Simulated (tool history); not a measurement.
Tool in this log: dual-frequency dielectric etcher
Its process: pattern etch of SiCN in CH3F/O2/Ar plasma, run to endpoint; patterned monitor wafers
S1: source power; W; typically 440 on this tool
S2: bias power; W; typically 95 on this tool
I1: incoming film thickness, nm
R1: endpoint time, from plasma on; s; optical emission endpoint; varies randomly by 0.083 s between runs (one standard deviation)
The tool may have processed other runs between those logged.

Run 1, hour 0.0: usual settings; I1 10.66. Result: R1 25.5 s.
Run 2, hour 68.9: usual settings; I1 10.66. Result: R1 25.4 s.
At hour 101.9: wet clean of the chamber.
Run 3, hour 176.9: usual settings; I1 10.69. Result: R1 25.6 s.
Run 4, hour 242.0: usual settings but S1 380 W, S2 112 W; I1 10.77. Result: R1 26.0 s.
Run 5, hour 280.6: usual settings but S1 380 W, S2 112 W; I1 10.62. Result: R1 25.8 s.
Run 6, hour 324.3: usual settings but S1 380 W, S2 112 W; I1 10.71. Result: R1 26.2 s.
Run 7, hour 361.1: usual settings; I1 10.67. Result: R1 25.4 s.
Run 8, hour 405.6: usual settings; I1 10.70. Result: R1 25.6 s.
Run 9, hour 489.6: usual settings but S2 89 W; I1 10.79. Result: R1 26.4 s.
Run 10, hour 549.3: usual settings but S2 89 W; I1 10.71. Result: R1 26.2 s.
At hour 612.4: wet clean of the chamber.
Run 11, hour 625.5: usual settings; I1 10.66. Result: R1 25.4 s.
Run 12, hour 729.6: usual settings but S1 470 W; I1 10.71. Result: R1 24.6 s.
Run 13, hour 778.9: usual settings but S1 470 W; I1 10.67. Result: R1 24.7 s.
Run 14, hour 819.7: usual settings but S1 470 W; I1 10.68. Result: R1 24.7 s.
At hour 903.8: upper electrode replaced.
Run 15, hour 926.2: usual settings but S1 410 W, S2 86 W; I1 10.57. Result: R1 27.6 s.
Run 16, hour 991.8: usual settings but S1 470 W; I1 10.66. Result: R1 24.3 s.
Run 17, hour 1050.6: usual settings but S1 490 W, S2 103 W; I1 10.82. Result: R1 23.3 s.
At hour 1119.7: wet clean of the chamber.
Run 18, hour 1138.0: usual settings but S1 470 W, S2 88 W; I1 10.68. Result: R1 25.3 s.
Run 19, hour 1225.4: usual settings but S1 490 W, S2 104 W; I1 10.73. Result: R1 23.1 s.
Run 20, hour 1291.3: usual settings but S1 540 W, S2 108 W; I1 10.64. Result: R1 21.4 s.
Run 21, hour 1397.1: usual settings but S1 370 W, S2 78 W; I1 10.71. Result: R1 31.0 s.
At hour 1412.8: source power generator calibrated.
At hour 1441.5: bias power generator calibrated.
Run 22, hour 1445.8: usual settings but S1 500 W; I1 10.68. Result: R1 23.6 s.
Run 23, hour 1501.5: usual settings; I1 10.74. Result: R1 25.5 s.
Run 24, hour 1550.7: usual settings; I1 10.65. Result: R1 25.5 s.
Run 25, hour 1645.0: usual settings but S1 470 W, S2 110 W; I1 10.66. Result: R1 23.1 s.
At hour 1699.9: wet clean of the chamber.
Run 26, hour 1700.4: usual settings but S2 89 W; I1 10.71. Result: R1 26.3 s.
Run 27, hour 1765.1: usual settings but S1 330 W, S2 74 W; I1 10.70. Result: R1 34.4 s.
Run 28, hour 1856.3: usual settings; I1 10.59. Result: R1 25.2 s.

Predict each of these 4 candidate next runs independently; none follows another, all start after run 28:
Run A, hour 1856.7: usual settings but S2 112 W; I1 10.72. Result: R1 ?.
Run B, hour 1856.7: usual settings but S1 510 W, S2 114 W; I1 10.72. Result: R1 ?.
Run C, hour 1856.7: usual settings but S2 119 W; I1 10.72. Result: R1 ?.
Run D, hour 1856.7: usual settings but S1 550 W; I1 10.72. Result: R1 ?.

run    R1
  A  23.8
  B  21.7
  C  23.1
  D  22.5
Without the tool's hidden state the same runs would have given:
run    R1
  A  23.8
  B  21.7
  C  23.1
  D  22.5

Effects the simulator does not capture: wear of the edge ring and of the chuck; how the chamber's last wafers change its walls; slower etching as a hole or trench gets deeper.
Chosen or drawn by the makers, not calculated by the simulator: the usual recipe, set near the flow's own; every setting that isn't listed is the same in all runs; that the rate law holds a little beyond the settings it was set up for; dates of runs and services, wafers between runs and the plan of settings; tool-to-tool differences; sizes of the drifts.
